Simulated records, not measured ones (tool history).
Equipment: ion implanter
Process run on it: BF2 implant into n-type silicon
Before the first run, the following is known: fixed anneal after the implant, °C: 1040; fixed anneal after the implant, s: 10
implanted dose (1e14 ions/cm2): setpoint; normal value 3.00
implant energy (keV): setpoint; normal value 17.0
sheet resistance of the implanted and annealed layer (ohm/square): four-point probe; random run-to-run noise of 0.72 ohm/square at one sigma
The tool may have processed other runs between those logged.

run,hour,implanted dose (1e14 ions/cm2),implant energy (keV),"read-back reference wafer on the same gauge, sheet resistance",sheet resistance of the implanted and annealed layer (ohm/square)
1,0.0,3.00,17.0,314.90,374.92
2,17.4,3.00,17.0,315.08,375.31
3,25.1,2.69,19.0,314.90,408.35
4,34.8,2.69,19.0,315.16,409.55
5,45.7,2.69,19.0,315.19,406.53
6,55.9,3.36,20.0,315.01,335.78
7,65.2,3.00,17.0,315.15,375.81
8,73.6,3.00,17.0,315.11,375.51
9,87.3,3.00,17.0,314.97,376.12
10,102.6,3.00,17.0,314.95,375.88
11,111.9,2.38,17.0,314.85,459.89
12,129.1,2.38,17.0,315.03,457.57
13,140.4,2.38,17.0,315.08,456.66
14,147.5,3.00,17.0,314.98,375.25
15,163.9,3.00,17.0,315.07,375.38
# hour 171.3: gauge calibrated
16,180.5,3.00,17.0,315.16,375.24
# hour 196.1: extraction supply calibrated
17,198.4,2.46,19.0,314.99,441.27
18,215.7,3.85,14.0,315.06,315.83
19,230.2,3.00,13.0,315.06,388.27
20,246.6,2.70,13.5,315.19,421.57
21,261.8,2.22,11.0,314.90,508.91
22,268.3,3.00,17.0,314.95,376.10
23,280.7,3.23,22.0,314.96,342.80
24,289.5,2.62,15.5,314.97,425.88
25,329.8,2.55,20.5,314.98,424.66
# hour 340.4: Faraday cup replaced and dose calibrated
26,343.8,3.00,17.0,314.99,356.43
27,351.9,3.56,14.5,314.85,319.28
28,360.7,3.00,17.0,315.02,358.54
29,368.3,3.00,17.0,314.98,359.36
30,380.0,2.17,18.5,315.09,467.10
31,390.4,3.60,19.0,315.14,303.62
32,407.3,2.46,22.0,314.86,414.27
33,419.7,3.33,18.5,315.00,325.87
34,432.0,3.00,17.0,314.93,358.58

Consider 5 possible next runs. They are alternatives, not a sequence: every one starts from the tool as it was left by run 34. What does each give?
A,432.4,3.00,22.5,?,?
B,432.4,2.33,19.5,?,?
C,432.4,3.72,13.0,?,?
D,432.4,2.26,17.0,?,?
E,432.4,3.00,14.0,?,?

run,"read-back reference wafer on the same gauge, sheet resistance",sheet resistance of the implanted and annealed layer (ohm/square)
A,314.98,348.33
B,314.98,438.11
C,314.98,314.02
D,314.98,456.00
E,314.98,367.10
Had the tool no hidden state, the same runs would have come out as:
run,sheet resistance of the implanted and annealed layer (ohm/square)
A,347.89
B,437.55
C,313.67
D,455.42
E,366.66

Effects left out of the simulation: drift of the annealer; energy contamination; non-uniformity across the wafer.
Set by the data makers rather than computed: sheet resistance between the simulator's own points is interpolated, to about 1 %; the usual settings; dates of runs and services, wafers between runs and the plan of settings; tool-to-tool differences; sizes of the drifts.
